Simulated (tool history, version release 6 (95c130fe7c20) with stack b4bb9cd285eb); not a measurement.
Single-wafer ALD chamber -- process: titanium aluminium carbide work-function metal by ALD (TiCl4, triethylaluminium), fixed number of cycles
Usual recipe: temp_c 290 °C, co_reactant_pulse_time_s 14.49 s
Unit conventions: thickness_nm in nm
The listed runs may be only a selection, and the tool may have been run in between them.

| run | hour | temp_c | co_reactant_pulse_time_s | wafers since the last listed run | hours since the last thermocouple change | hours since the last triethylaluminium bottle change | hours since the showerhead was replaced | hours since the gauge calibration | read-back reference wafer on the same gauge, thickness_nm | thickness_nm |
|---|---|---|---|---|---|---|---|---|---|---|
| 1 | 0.0 | 290 | 14.49 | 0 | 2197.5 | 1301.4 | 8070.7 | 148.7 | 2.239 | 1.786 |
| 2 | 34.3 | 290 | 10.63 | 330 | 2231.8 | 1335.7 | 8105.0 | 183.0 | 2.237 | 1.571 |
| 3 | 68.5 | 290 | 10.63 | 329 | 2266.0 | 1369.9 | 8139.2 | 217.2 | 2.242 | 1.549 |
| 4 | 94.8 | 290 | 14.49 | 253 | 2292.3 | 1396.2 | 8165.5 | 243.5 | 2.238 | 1.760 |
| 5 | 112.8 | 290 | 14.49 | 173 | 2310.3 | 1414.2 | 8183.5 | 261.5 | 2.241 | 1.760 |
| 6 | 144.6 | 299 | 14.49 | 306 | 2342.1 | 1446.0 | 8215.3 | 293.3 | 2.242 | 1.811 |
| 7 | 166.7 | 280 | 14.49 | 213 | 2364.2 | 1468.1 | 8237.4 | 315.4 | 2.237 | 1.670 |
| 8 | 184.0 | 280 | 14.49 | 166 | 2381.5 | 1485.4 | 8254.7 | 332.7 | 2.239 | 1.669 |
| 9 | 230.6 | 282 | 9.34 | 449 | 2428.1 | 1532.0 | 8301.3 | 379.3 | 2.238 | 1.316 |
| 10 | 265.3 | 290 | 14.49 | 334 | 2462.8 | 1566.7 | 8336.0 | 414.0 | 2.240 | 1.709 |
|  | 287.3 | triethylaluminium bottle replaced |
| 11 | 297.0 | 290 | 14.49 | 228 | 2494.5 | 9.7 | 8367.7 | 445.7 | 2.239 | 1.877 |
| 12 | 323.6 | 294 | 16.07 | 256 | 2521.1 | 36.3 | 8394.3 | 472.3 | 2.242 | 1.923 |
|  | 336.7 | showerhead replaced |
| 13 | 341.7 | 275 | 16.33 | 97 | 2539.2 | 54.4 | 5.0 | 490.4 | 2.241 | 1.777 |
|  | 369.7 | gauge calibrated |
|  | 432.3 | thermocouple changed; heater temperature recalibrated |
| 14 | 432.8 | 299 | 11.07 | 801 | 0.5 | 145.5 | 96.1 | 63.1 | 2.242 | 1.869 |
| 15 | 459.8 | 303 | 8.90 | 260 | 27.5 | 172.5 | 123.1 | 90.1 | 2.241 | 1.739 |
| 16 | 565.7 | 284 | 12.88 | 1021 | 133.4 | 278.4 | 229.0 | 196.0 | 2.239 | 1.799 |
| 17 | 579.9 | 290 | 14.49 | 136 | 147.6 | 292.6 | 243.2 | 210.2 | 2.240 | 1.865 |

Predict each of these 4 candidate next runs independently; none follows another, all start after run 17:
| A | 580.3 | 276 | 14.49 | 3 | 148.0 | 293.0 | 243.6 | 210.6 | ? | ? |
| B | 580.3 | 301 | 11.14 | 3 | 148.0 | 293.0 | 243.6 | 210.6 | ? | ? |
| C | 580.3 | 280 | 19.05 | 3 | 148.0 | 293.0 | 243.6 | 210.6 | ? | ? |
| D | 580.3 | 300 | 10.04 | 3 | 148.0 | 293.0 | 243.6 | 210.6 | ? | ? |

| run | read-back reference wafer on the same gauge, thickness_nm | thickness_nm |
|---|---|---|
| A | 2.241 | 1.766 |
| B | 2.241 | 1.863 |
| C | 2.241 | 1.821 |
| D | 2.241 | 1.794 |
With the hidden condition removed and each run's random variation left untouched, the same runs would have given:
| run | thickness_nm |
|---|---|
| A | 1.784 |
| B | 1.920 |
| C | 1.825 |
| D | 1.870 |
